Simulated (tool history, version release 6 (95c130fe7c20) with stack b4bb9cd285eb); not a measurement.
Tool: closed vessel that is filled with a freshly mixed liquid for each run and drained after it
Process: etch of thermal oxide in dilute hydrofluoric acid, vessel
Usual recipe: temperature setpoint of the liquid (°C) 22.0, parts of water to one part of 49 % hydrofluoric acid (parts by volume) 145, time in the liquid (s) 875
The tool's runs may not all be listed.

run	hour	temperature setpoint of the liquid (°C)	parts of water to one part of 49 % hydrofluoric acid (parts by volume)	time in the liquid (s)	read-back film thickness of the thermal oxide reference wafer, read on the same gauge (nm)	thickness taken off the thermal oxide on a monitor wafer (nm)
1	0.0	24.0	145	875	150.00	26.81
# hour 3.8: gauge calibrated
2	19.0	24.0	145	875	150.02	26.79
3	48.6	22.0	145	875	149.98	24.91
4	71.7	22.0	145	875	150.00	24.81
5	104.7	22.0	145	875	150.05	24.88
6	121.8	22.0	145	875	150.01	24.92
7	144.2	22.0	145	875	149.99	24.90
8	158.6	19.5	145	1215	149.97	31.37
9	176.4	22.0	145	875	149.99	24.94
10	207.8	22.0	145	875	149.99	24.86
# hour 209.6: hydrofluoric acid flow meter replaced
11	225.1	26.5	85	575	149.98	41.81
# hour 237.0: thermometer replaced
12	246.1	26.5	145	875	149.99	31.82
# hour 263.3: gauge calibrated
13	276.4	18.5	145	1275	150.00	34.00
14	307.9	19.5	145	875	150.04	24.29
15	342.6	25.5	90	875	149.95	52.77

4 options for the next run, each taken on its own from the tool as it stands now. Forecast them:
A	343.5	25.0	145	875	?	?
B	343.5	22.0	145	1045	?	?
C	343.5	18.5	145	875	?	?
D	343.5	20.5	145	875	?	?

run	read-back film thickness of the thermal oxide reference wafer, read on the same gauge (nm)	thickness taken off the thermal oxide on a monitor wafer (nm)
A	150.01	29.97
B	150.01	31.91
C	150.01	23.26
D	150.01	25.19
With no hidden state in the tool, these same runs would have given:
run	thickness taken off the thermal oxide on a monitor wafer (nm)
A	29.86
B	31.76
C	23.14
D	25.07

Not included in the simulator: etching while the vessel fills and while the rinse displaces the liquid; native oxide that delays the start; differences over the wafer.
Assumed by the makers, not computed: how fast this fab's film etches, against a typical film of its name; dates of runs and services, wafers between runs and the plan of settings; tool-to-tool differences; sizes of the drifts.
